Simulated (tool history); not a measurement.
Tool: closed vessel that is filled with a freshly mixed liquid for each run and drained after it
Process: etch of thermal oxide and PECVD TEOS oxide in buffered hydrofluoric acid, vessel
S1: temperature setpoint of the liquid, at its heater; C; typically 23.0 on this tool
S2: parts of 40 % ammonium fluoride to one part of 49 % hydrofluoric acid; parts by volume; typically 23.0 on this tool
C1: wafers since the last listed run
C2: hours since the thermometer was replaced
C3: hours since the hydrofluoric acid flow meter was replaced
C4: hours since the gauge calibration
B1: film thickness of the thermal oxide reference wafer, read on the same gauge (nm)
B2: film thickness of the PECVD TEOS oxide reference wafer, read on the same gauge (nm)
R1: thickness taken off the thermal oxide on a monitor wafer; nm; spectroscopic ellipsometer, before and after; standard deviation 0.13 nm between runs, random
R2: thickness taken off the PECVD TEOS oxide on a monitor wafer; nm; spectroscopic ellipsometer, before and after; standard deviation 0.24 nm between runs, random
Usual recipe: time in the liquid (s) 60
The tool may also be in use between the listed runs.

Run 1, day 0.000: usual settings but S1 24.5 C, time in the liquid (s) 50; C1 0; C2 627.7; C3 2029.4; C4 22.2; B1 149.97; B2 130.02. Result: R1 25.52 nm, R2 36.42 nm.
Run 2, day 0.317: usual settings but S1 24.5 C, time in the liquid (s) 50; C1 766; C2 635.3; C3 2037.0; C4 29.8; B1 150.00; B2 130.01. Result: R1 25.39 nm, R2 36.44 nm.
Run 3, day 1.017: usual settings but S2 14.0 parts by volume; C1 1693; C2 652.1; C3 2053.8; C4 46.6; B1 149.99; B2 130.01. Result: R1 44.22 nm, R2 63.66 nm.
Run 4, day 1.379: usual settings but S1 25.0 C, time in the liquid (s) 35; C1 877; C2 660.8; C3 2062.5; C4 55.3; B1 149.98; B2 130.03. Result: R1 18.31 nm, R2 26.34 nm.
Run 5, day 2.867: usual settings; C1 3599; C2 696.5; C3 2098.2; C4 91.0; B1 150.01; B2 129.99. Result: R1 28.18 nm, R2 40.60 nm.
Run 6, day 3.496: usual settings but S1 27.5 C; C1 1522; C2 711.6; C3 2113.3; C4 106.1; B1 150.01; B2 129.99. Result: R1 35.91 nm, R2 51.28 nm.
Run 7, day 4.008: usual settings but S1 18.0 C, S2 16.0 parts by volume, time in the liquid (s) 40; C1 1240; C2 723.9; C3 2125.6; C4 118.4; B1 150.02; B2 130.01. Result: R1 19.39 nm, R2 27.94 nm.
Run 8, day 4.308: usual settings but S1 26.5 C, S2 20.5 parts by volume, time in the liquid (s) 35; C1 725; C2 731.1; C3 2132.8; C4 125.6; B1 149.94; B2 129.99. Result: R1 21.78 nm, R2 31.12 nm.
Run 9, day 4.900: usual settings but S2 18.5 parts by volume; C1 1431; C2 745.3; C3 2147.0; C4 139.8; B1 150.00; B2 130.02. Result: R1 33.76 nm, R2 48.27 nm.
At day 6.375: hydrofluoric acid flow meter replaced.
Run 10, day 6.479: usual settings but S1 26.0 C, time in the liquid (s) 75; C1 3720; C2 783.2; C3 2.5; C4 177.7; B1 150.01; B2 129.99. Result: R1 41.52 nm, R2 59.65 nm.
At day 6.833: thermometer replaced.
Run 11, day 7.221: usual settings but S1 19.0 C, time in the liquid (s) 85; C1 1693; C2 9.3; C3 20.3; C4 195.5; B1 150.04; B2 130.00. Result: R1 31.95 nm, R2 45.59 nm.
Run 12, day 7.754: usual settings but S1 25.5 C; C1 1290; C2 22.1; C3 33.1; C4 208.3; B1 149.94; B2 129.99. Result: R1 32.35 nm, R2 46.15 nm.
Run 13, day 8.321: usual settings but S1 27.5 C, time in the liquid (s) 70; C1 1371; C2 35.7; C3 46.7; C4 221.9; B1 150.03; B2 129.99. Result: R1 42.07 nm, R2 59.72 nm.
Run 14, day 8.633: usual settings but time in the liquid (s) 85; C1 756; C2 43.2; C3 54.2; C4 229.4; B1 150.01; B2 130.00. Result: R1 40.05 nm, R2 56.56 nm.
Run 15, day 9.679: usual settings but S1 26.0 C, time in the liquid (s) 75; C1 2530; C2 68.3; C3 79.3; C4 254.5; B1 149.95; B2 129.98. Result: R1 41.74 nm, R2 58.99 nm.
Run 16, day 10.279: usual settings but S1 25.5 C, S2 28.0 parts by volume, time in the liquid (s) 70; C1 1451; C2 82.7; C3 93.7; C4 268.9; B1 150.03; B2 130.05. Result: R1 32.85 nm, R2 46.94 nm.
Run 17, day 11.000: usual settings; C1 1744; C2 100.0; C3 111.0; C4 286.2; B1 150.01; B2 130.03. Result: R1 28.36 nm, R2 40.25 nm.
Run 18, day 11.571: usual settings but S1 20.0 C, S2 27.0 parts by volume, time in the liquid (s) 50; C1 1381; C2 113.7; C3 124.7; C4 299.9; B1 149.98; B2 130.01. Result: R1 17.82 nm, R2 25.26 nm.
Run 19, day 12.038: usual settings but S1 20.5 C, S2 15.5 parts by volume, time in the liquid (s) 45; C1 1129; C2 124.9; C3 135.9; C4 311.1; B1 150.00; B2 129.99. Result: R1 26.10 nm, R2 37.40 nm.
Run 20, day 12.492: usual settings but S1 19.0 C, S2 26.0 parts by volume, time in the liquid (s) 90; C1 1099; C2 135.8; C3 146.8; C4 322.0; B1 149.96; B2 129.97. Result: R1 31.32 nm, R2 44.28 nm.
Run 21, day 13.012: usual settings; C1 1260; C2 148.3; C3 159.3; C4 334.5; B1 150.00; B2 130.05. Result: R1 28.01 nm, R2 40.50 nm.
Run 22, day 13.271: usual settings; C1 625; C2 154.5; C3 165.5; C4 340.7; B1 150.03; B2 129.95. Result: R1 28.27 nm, R2 40.19 nm.
Run 23, day 13.754: usual settings but S1 26.0 C; C1 1169; C2 166.1; C3 177.1; C4 352.3; B1 150.01; B2 130.05. Result: R1 33.41 nm, R2 46.85 nm.
Run 24, day 14.050: usual settings but S2 16.0 parts by volume; C1 715; C2 173.2; C3 184.2; C4 359.4; B1 149.99; B2 130.02. Result: R1 38.80 nm, R2 54.87 nm.
Run 25, day 15.425: usual settings but S2 18.0 parts by volume; C1 3327; C2 206.2; C3 217.2; C4 392.4; B1 149.99; B2 130.00. Result: R1 34.65 nm, R2 49.47 nm.
Run 26, day 15.821: usual settings; C1 957; C2 215.7; C3 226.7; C4 401.9; B1 150.00; B2 129.99. Result: R1 28.41 nm, R2 40.16 nm.

Alternative continuations, all from the tool just after run 26; predict every row:
Run A, day 15.850: usual settings but S2 20.5 parts by volume; C1 70; C2 216.4; C3 227.4; C4 402.6; B1 ?; B2 ?. Result: R1 ?, R2 ?.
Run B, day 15.850: usual settings but S1 18.5 C, S2 16.5 parts by volume, time in the liquid (s) 45; C1 70; C2 216.4; C3 227.4; C4 402.6; B1 ?; B2 ?. Result: R1 ?, R2 ?.
Run C, day 15.850: usual settings but S1 20.0 C, S2 18.0 parts by volume, time in the liquid (s) 40; C1 70; C2 216.4; C3 227.4; C4 402.6; B1 ?; B2 ?. Result: R1 ?, R2 ?.
Run D, day 15.850: usual settings but time in the liquid (s) 50; C1 70; C2 216.4; C3 227.4; C4 402.6; B1 ?; B2 ?. Result: R1 ?, R2 ?.

run      B1      B2     R1     R2
  A  149.96  129.97  30.57  43.65
  B  149.96  129.97  21.93  31.31
  C  149.96  129.97  19.47  27.80
  D  149.96  129.97  23.54  33.60
The same runs, with their run-to-run variation unchanged, on a tool lacking any hidden condition would have given:
run     R1     R2
  A  30.57  43.65
  B  21.93  31.31
  C  19.47  27.80
  D  23.54  33.60
